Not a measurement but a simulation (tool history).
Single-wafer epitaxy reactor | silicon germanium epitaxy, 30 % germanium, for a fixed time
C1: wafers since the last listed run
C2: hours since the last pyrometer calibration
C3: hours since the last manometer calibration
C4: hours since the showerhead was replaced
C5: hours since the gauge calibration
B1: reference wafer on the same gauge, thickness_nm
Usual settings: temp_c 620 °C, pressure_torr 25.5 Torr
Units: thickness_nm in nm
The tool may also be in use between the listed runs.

run 1 hour=0 | temp_c=620 pressure_torr=25.5 | C1=0 C2=828.5 C3=1526 C4=4228.3 C5=232.2 | B1=74.318 | thickness_nm=87.533
-- hour=11.6 capacitance manometer re-zeroed and calibrated
run 2 hour=41.5 | temp_c=620 pressure_torr=25.5 | C1=314 C2=870 C3=29.9 C4=4269.8 C5=273.7 | B1=74.304 | thickness_nm=87.707
run 3 hour=111.7 | temp_c=620 pressure_torr=25.5 | C1=659 C2=940.2 C3=100.1 C4=4340 C5=343.9 | B1=74.268 | thickness_nm=87.045
run 4 hour=210.9 | temp_c=620 pressure_torr=25.5 | C1=932 C2=1039.4 C3=199.3 C4=4439.2 C5=443.1 | B1=74.325 | thickness_nm=87.396
run 5 hour=259.6 | temp_c=620 pressure_torr=25.5 | C1=457 C2=1088.1 C3=248 C4=4487.9 C5=491.8 | B1=74.193 | thickness_nm=87.043
run 6 hour=327.6 | temp_c=631 pressure_torr=21.8 | C1=638 C2=1156.1 C3=316 C4=4555.9 C5=559.8 | B1=74.218 | thickness_nm=93.086
run 7 hour=418.5 | temp_c=620 pressure_torr=25.5 | C1=854 C2=1247 C3=406.9 C4=4646.8 C5=650.7 | B1=74.249 | thickness_nm=86.732
run 8 hour=474.1 | temp_c=620 pressure_torr=25.5 | C1=522 C2=1302.6 C3=462.5 C4=4702.4 C5=706.3 | B1=74.249 | thickness_nm=86.884
run 9 hour=523.3 | temp_c=620 pressure_torr=25.5 | C1=462 C2=1351.8 C3=511.7 C4=4751.6 C5=755.5 | B1=74.294 | thickness_nm=87.111
run 10 hour=608 | temp_c=620 pressure_torr=29.3 | C1=795 C2=1436.5 C3=596.4 C4=4836.3 C5=840.2 | B1=74.277 | thickness_nm=95.452
run 11 hour=646.6 | temp_c=620 pressure_torr=29.3 | C1=362 C2=1475.1 C3=635 C4=4874.9 C5=878.8 | B1=74.224 | thickness_nm=95.459
run 12 hour=704.6 | temp_c=620 pressure_torr=29.3 | C1=544 C2=1533.1 C3=693 C4=4932.9 C5=936.8 | B1=74.354 | thickness_nm=94.847
run 13 hour=794.3 | temp_c=620 pressure_torr=27.7 | C1=842 C2=1622.8 C3=782.7 C4=5022.6 C5=1026.5 | B1=74.235 | thickness_nm=91.557
run 14 hour=868.6 | temp_c=620 pressure_torr=27.7 | C1=698 C2=1697.1 C3=857 C4=5096.9 C5=1100.8 | B1=74.285 | thickness_nm=91.555
run 15 hour=975.8 | temp_c=620 pressure_torr=27.7 | C1=1007 C2=1804.3 C3=964.2 C4=5204.1 C5=1208 | B1=74.332 | thickness_nm=91.438
run 16 hour=1062.9 | temp_c=620 pressure_torr=25.5 | C1=818 C2=1891.4 C3=1051.3 C4=5291.2 C5=1295.1 | B1=74.349 | thickness_nm=86.967
run 17 hour=1146 | temp_c=620 pressure_torr=25.5 | C1=780 C2=1974.5 C3=1134.4 C4=5374.3 C5=1378.2 | B1=74.302 | thickness_nm=86.987
run 18 hour=1191.8 | temp_c=626 pressure_torr=25.5 | C1=430 C2=2020.3 C3=1180.2 C4=5420.1 C5=1424 | B1=74.229 | thickness_nm=95.22
-- hour=1255.2 gauge calibrated
run 19 hour=1285 | temp_c=615 pressure_torr=25.5 | C1=875 C2=2113.5 C3=1273.4 C4=5513.3 C5=29.8 | B1=74.234 | thickness_nm=79.811
-- hour=1301.8 showerhead replaced
-- hour=1332.2 pyrometer calibrated
run 20 hour=1351.3 | temp_c=613 pressure_torr=31.7 | C1=472 C2=19.1 C3=1339.7 C4=49.5 C5=96.1 | B1=74.335 | thickness_nm=86.846
run 21 hour=1448.2 | temp_c=634 pressure_torr=28.7 | C1=910 C2=116 C3=1436.6 C4=146.4 C5=193 | B1=74.262 | thickness_nm=114.048
run 22 hour=1492 | temp_c=620 pressure_torr=25.5 | C1=411 C2=159.8 C3=1480.4 C4=190.2 C5=236.8 | B1=74.323 | thickness_nm=84.363
run 23 hour=1568.2 | temp_c=620 pressure_torr=30 | C1=715 C2=236 C3=1556.6 C4=266.4 C5=313 | B1=74.249 | thickness_nm=93.145
run 24 hour=1617.7 | temp_c=630 pressure_torr=27.3 | C1=465 C2=285.5 C3=1606.1 C4=315.9 C5=362.5 | B1=74.275 | thickness_nm=103.234
run 25 hour=1655.5 | temp_c=613 pressure_torr=23.9 | C1=355 C2=323.3 C3=1643.9 C4=353.7 C5=400.3 | B1=74.257 | thickness_nm=71.078
-- hour=1701.3 pyrometer calibrated, repeated, since the last time left the tool worse
run 26 hour=1740.7 | temp_c=615 pressure_torr=30.7 | C1=725 C2=39.4 C3=1729.1 C4=438.9 C5=485.5 | B1=74.305 | thickness_nm=92.848
run 27 hour=1789.4 | temp_c=620 pressure_torr=25.5 | C1=457 C2=88.1 C3=1777.8 C4=487.6 C5=534.2 | B1=74.264 | thickness_nm=89.979
-- hour=1808.5 capacitance manometer re-zeroed and calibrated
run 28 hour=1896.7 | temp_c=613 pressure_torr=23.5 | C1=933 C2=195.4 C3=88.2 C4=594.9 C5=641.5 | B1=74.213 | thickness_nm=75.085
run 29 hour=1942.9 | temp_c=630 pressure_torr=28.1 | C1=434 C2=241.6 C3=134.4 C4=641.1 C5=687.7 | B1=74.363 | thickness_nm=111.989
run 30 hour=2043.9 | temp_c=620 pressure_torr=30.2 | C1=949 C2=342.6 C3=235.4 C4=742.1 C5=788.7 | B1=74.281 | thickness_nm=99.738
run 31 hour=2126.6 | temp_c=607 pressure_torr=22.4 | C1=777 C2=425.3 C3=318.1 C4=824.8 C5=871.4 | B1=74.352 | thickness_nm=64.732
run 32 hour=2226.6 | temp_c=613 pressure_torr=22.9 | C1=939 C2=525.3 C3=418.1 C4=924.8 C5=971.4 | B1=74.335 | thickness_nm=72.972
run 33 hour=2281.2 | temp_c=625 pressure_torr=30.8 | C1=513 C2=579.9 C3=472.7 C4=979.4 C5=1026 | B1=74.28 | thickness_nm=109.068
run 34 hour=2388.6 | temp_c=612 pressure_torr=19.7 | C1=1009 C2=687.3 C3=580.1 C4=1086.8 C5=1133.4 | B1=74.357 | thickness_nm=63.364
run 35 hour=2437.3 | temp_c=620 pressure_torr=25.5 | C1=457 C2=736 C3=628.8 C4=1135.5 C5=1182.1 | B1=74.253 | thickness_nm=88.089
run 36 hour=2494.1 | temp_c=607 pressure_torr=29.2 | C1=533 C2=792.8 C3=685.6 C4=1192.3 C5=1238.9 | B1=74.264 | thickness_nm=76.871

Hidden state or all else? Some run-to-run changes of thickness_nm, split into what the settings, what came in and random variation would give without the hidden state, and what is left for the hidden state (with any gauge scatter that isn't in both results):
The hidden state here: wafer temperature above the value expected at the setpoint (K); true pressure above the setpoint (%); gauge reads high (%).
Run 19 -> 20: temp_c 615 -> 613, pressure_torr 25.5 -> 31.7, showerhead replaced, pyrometer calibrated. thickness_nm +7.035 nm: hidden state -2.583, all else +9.618.
Run 24 -> 25: temp_c 630 -> 613, pressure_torr 27.3 -> 23.9. thickness_nm -32.156 nm: hidden state +2.206, all else -34.362.
Run 25 -> 26: temp_c 613 -> 615, pressure_torr 23.9 -> 30.7, pyrometer calibrated, repeated, since the last time left the tool worse. thickness_nm +21.77 nm: hidden state +5.455, all else +16.315.
Run 28 -> 29: temp_c 613 -> 630, pressure_torr 23.5 -> 28.1. thickness_nm +36.904 nm: hidden state -0.568, all else +37.472.
Run 32 -> 33: temp_c 613 -> 625, pressure_torr 22.9 -> 30.8. thickness_nm +36.096 nm: hidden state -0.878, all else +36.974.
Run 33 -> 34: temp_c 625 -> 612, pressure_torr 30.8 -> 19.7. thickness_nm -45.704 nm: hidden state +0.85, all else -46.554.
